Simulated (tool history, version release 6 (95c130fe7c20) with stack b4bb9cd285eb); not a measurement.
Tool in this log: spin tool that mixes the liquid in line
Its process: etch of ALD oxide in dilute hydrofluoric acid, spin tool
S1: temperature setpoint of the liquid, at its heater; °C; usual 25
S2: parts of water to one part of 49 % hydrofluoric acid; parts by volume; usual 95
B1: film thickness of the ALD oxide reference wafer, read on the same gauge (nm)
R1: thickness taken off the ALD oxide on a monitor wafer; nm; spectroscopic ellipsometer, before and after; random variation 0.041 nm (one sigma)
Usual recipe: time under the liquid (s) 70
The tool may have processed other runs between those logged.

Run 1, hour 0: usual settings but S2 85 parts by volume; B1 140.01. Result: R1 14.39 nm.
Run 2, hour 11.2: usual settings but S2 85 parts by volume; B1 139.99. Result: R1 14.37 nm.
Run 3, hour 27.5: usual settings; B1 139.98. Result: R1 12.54 nm.
Run 4, hour 38.4: usual settings; B1 140. Result: R1 12.65 nm.
Run 5, hour 46.1: usual settings; B1 140.01. Result: R1 12.65 nm.
Run 6, hour 52.2: usual settings but S1 27 °C; B1 140. Result: R1 13.7 nm.
Run 7, hour 62.5: usual settings but S1 27 °C; B1 140. Result: R1 13.64 nm.
Run 8, hour 78.8: usual settings but S1 27 °C; B1 139.99. Result: R1 13.74 nm.
Run 9, hour 88.9: usual settings; B1 139.97. Result: R1 12.65 nm.
Run 10, hour 102.4: usual settings; B1 140.04. Result: R1 12.66 nm.
Run 11, hour 115.7: usual settings; B1 139.99. Result: R1 12.66 nm.
Run 12, hour 165.4: usual settings; B1 139.98. Result: R1 12.55 nm.
Run 13, hour 171.6: usual settings but S1 27.5 °C, S2 135 parts by volume; B1 140.01. Result: R1 9.36 nm.
Run 14, hour 182.4: usual settings; B1 140. Result: R1 12.62 nm.
Run 15, hour 188.5: usual settings; B1 139.95. Result: R1 12.59 nm.
Run 16, hour 195.2: usual settings; B1 140.04. Result: R1 12.63 nm.
Run 17, hour 203.5: usual settings; B1 140.03. Result: R1 12.68 nm.
Run 18, hour 214.3: usual settings; B1 139.98. Result: R1 12.64 nm.
Run 19, hour 225.3: usual settings but S2 55 parts by volume, time under the liquid (s) 100; B1 140.04. Result: R1 33.01 nm.
Run 20, hour 236.7: usual settings but S1 26.5 °C, S2 75 parts by volume, time under the liquid (s) 90; B1 140. Result: R1 22.34 nm.
Run 21, hour 252.6: usual settings but S2 130 parts by volume; B1 139.94. Result: R1 8.84 nm.
Run 22, hour 264.4: usual settings but S2 70 parts by volume, time under the liquid (s) 35; B1 139.98. Result: R1 8.84 nm.
Run 23, hour 278.4: usual settings but S1 22 °C, S2 50 parts by volume, time under the liquid (s) 50; B1 140.04. Result: R1 16.02 nm.
Run 24, hour 290.7: usual settings but S1 21 °C; B1 139.98. Result: R1 10.78 nm.
Run 25, hour 299.5: usual settings; B1 139.96. Result: R1 12.64 nm.
Run 26, hour 305.6: usual settings but S1 27 °C, S2 65 parts by volume, time under the liquid (s) 55; B1 140.03. Result: R1 16.31 nm.
Run 27, hour 312.9: usual settings but S2 75 parts by volume; B1 139.99. Result: R1 16.43 nm.
Run 28, hour 326.8: usual settings but S2 80 parts by volume; B1 139.98. Result: R1 15.32 nm.
Run 29, hour 344.7: usual settings but S1 20.5 °C, S2 120 parts by volume, time under the liquid (s) 50; B1 139.99. Result: R1 5.79 nm.
Run 30, hour 352.3: usual settings but S1 27 °C, S2 65 parts by volume, time under the liquid (s) 55; B1 139.99. Result: R1 16.3 nm.
Run 31, hour 364.9: usual settings but S1 29 °C; B1 140.01. Result: R1 14.69 nm.
Run 32, hour 396.2: usual settings but S1 23 °C, S2 75 parts by volume, time under the liquid (s) 100; B1 140. Result: R1 21.75 nm.
Run 33, hour 405.3: usual settings but S2 85 parts by volume; B1 140.02. Result: R1 14.31 nm.
Run 34, hour 420.2: usual settings but time under the liquid (s) 85; B1 140. Result: R1 15.26 nm.

Withheld: 3 entries from between the runs. Position of each, and hidden state at the listed run before versus the listed run after:
Logged between run 10 and run 11: thermometer replaced (hour 110.7)
  nothing in the hidden state changes from one run to the other
Logged between run 11 and run 12: gauge calibrated (hour 126)
  nothing in the hidden state changes from one run to the other
Logged between run 20 and run 21: hydrofluoric acid flow meter replaced (hour 252.1)
  nothing in the hidden state changes from one run to the other
